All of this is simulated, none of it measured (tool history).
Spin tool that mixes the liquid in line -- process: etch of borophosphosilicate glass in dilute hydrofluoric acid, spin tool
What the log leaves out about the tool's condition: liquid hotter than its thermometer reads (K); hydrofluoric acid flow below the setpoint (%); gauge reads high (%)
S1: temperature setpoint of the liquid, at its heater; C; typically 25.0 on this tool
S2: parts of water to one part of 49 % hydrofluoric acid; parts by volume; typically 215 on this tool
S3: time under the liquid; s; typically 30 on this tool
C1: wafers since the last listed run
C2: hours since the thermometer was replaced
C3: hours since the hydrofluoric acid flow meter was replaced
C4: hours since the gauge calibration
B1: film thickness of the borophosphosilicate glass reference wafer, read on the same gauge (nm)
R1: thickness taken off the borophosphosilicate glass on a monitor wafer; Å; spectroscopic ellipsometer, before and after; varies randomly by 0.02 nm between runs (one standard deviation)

{"run": 1, "day": 0.0, "S1": 25.0, "S2": 215, "S3": 30, "C1": 0, "C2": 2012.0, "C3": 2103.4, "C4": 61.7, "B1": 149.996, "R1": 46.71}
{"run": 2, "day": 0.421, "S1": 25.0, "S2": 215, "S3": 30, "C1": 102, "C2": 2022.1, "C3": 2113.5, "C4": 71.8, "B1": 150.034, "R1": 46.86}
{"run": 3, "day": 0.967, "S1": 25.0, "S2": 215, "S3": 30, "C1": 133, "C2": 2035.2, "C3": 2126.6, "C4": 84.9, "B1": 150.015, "R1": 46.3}
{"day": 1.183, "done": "gauge calibrated"}
{"run": 4, "day": 1.367, "S1": 25.0, "S2": 215, "S3": 30, "C1": 97, "C2": 2044.8, "C3": 2136.2, "C4": 4.4, "B1": 149.994, "R1": 46.43}
{"run": 5, "day": 1.992, "S1": 25.0, "S2": 215, "S3": 30, "C1": 152, "C2": 2059.8, "C3": 2151.2, "C4": 19.4, "B1": 149.991, "R1": 46.91}
{"run": 6, "day": 2.604, "S1": 25.0, "S2": 170, "S3": 20, "C1": 149, "C2": 2074.5, "C3": 2165.9, "C4": 34.1, "B1": 150.02, "R1": 41.16}
{"run": 7, "day": 3.3, "S1": 25.0, "S2": 215, "S3": 40, "C1": 169, "C2": 2091.2, "C3": 2182.6, "C4": 50.8, "B1": 149.997, "R1": 61.91}
{"run": 8, "day": 3.738, "S1": 25.0, "S2": 215, "S3": 40, "C1": 106, "C2": 2101.7, "C3": 2193.1, "C4": 61.3, "B1": 149.999, "R1": 62.24}
{"run": 9, "day": 4.004, "S1": 23.0, "S2": 245, "S3": 45, "C1": 65, "C2": 2108.1, "C3": 2199.5, "C4": 67.7, "B1": 150.005, "R1": 55.55}
{"run": 10, "day": 4.588, "S1": 27.5, "S2": 270, "S3": 25, "C1": 142, "C2": 2122.1, "C3": 2213.5, "C4": 81.7, "B1": 149.994, "R1": 31.99}
{"run": 11, "day": 5.121, "S1": 25.0, "S2": 215, "S3": 40, "C1": 130, "C2": 2134.9, "C3": 2226.3, "C4": 94.5, "B1": 149.966, "R1": 62.3}
{"day": 5.283, "done": "hydrofluoric acid flow meter replaced"}
{"day": 5.425, "done": "gauge calibrated"}
{"day": 5.633, "done": "thermometer replaced"}
{"run": 12, "day": 5.654, "S1": 25.0, "S2": 215, "S3": 40, "C1": 109, "C2": 0.5, "C3": 8.9, "C4": 5.5, "B1": 150.0, "R1": 62.02}
{"run": 13, "day": 6.038, "S1": 25.0, "S2": 170, "S3": 40, "C1": 93, "C2": 9.7, "C3": 18.1, "C4": 14.7, "B1": 149.997, "R1": 83.02}
{"run": 14, "day": 6.446, "S1": 25.0, "S2": 265, "S3": 30, "C1": 99, "C2": 19.5, "C3": 27.9, "C4": 24.5, "B1": 149.978, "R1": 36.02}
{"run": 15, "day": 7.0, "S1": 25.0, "S2": 265, "S3": 45, "C1": 135, "C2": 32.8, "C3": 41.2, "C4": 37.8, "B1": 149.975, "R1": 53.75}
{"run": 16, "day": 7.346, "S1": 22.5, "S2": 215, "S3": 15, "C1": 84, "C2": 41.1, "C3": 49.5, "C4": 46.1, "B1": 150.034, "R1": 21.27}
{"run": 17, "day": 7.667, "S1": 25.0, "S2": 130, "S3": 40, "C1": 78, "C2": 48.8, "C3": 57.2, "C4": 53.8, "B1": 149.978, "R1": 112.72}

What differs in the tool's unlogged condition from the final listed run ahead of each entry between runs to the first listed run following it?
From run 3 to run 4: gauge calibrated (day 1.183)
  the hidden state is the same at both runs
From run 11 to run 12: hydrofluoric acid flow meter replaced (day 5.283); gauge calibrated (day 5.425); thermometer replaced (day 5.633)
  the hidden state is the same at both runs
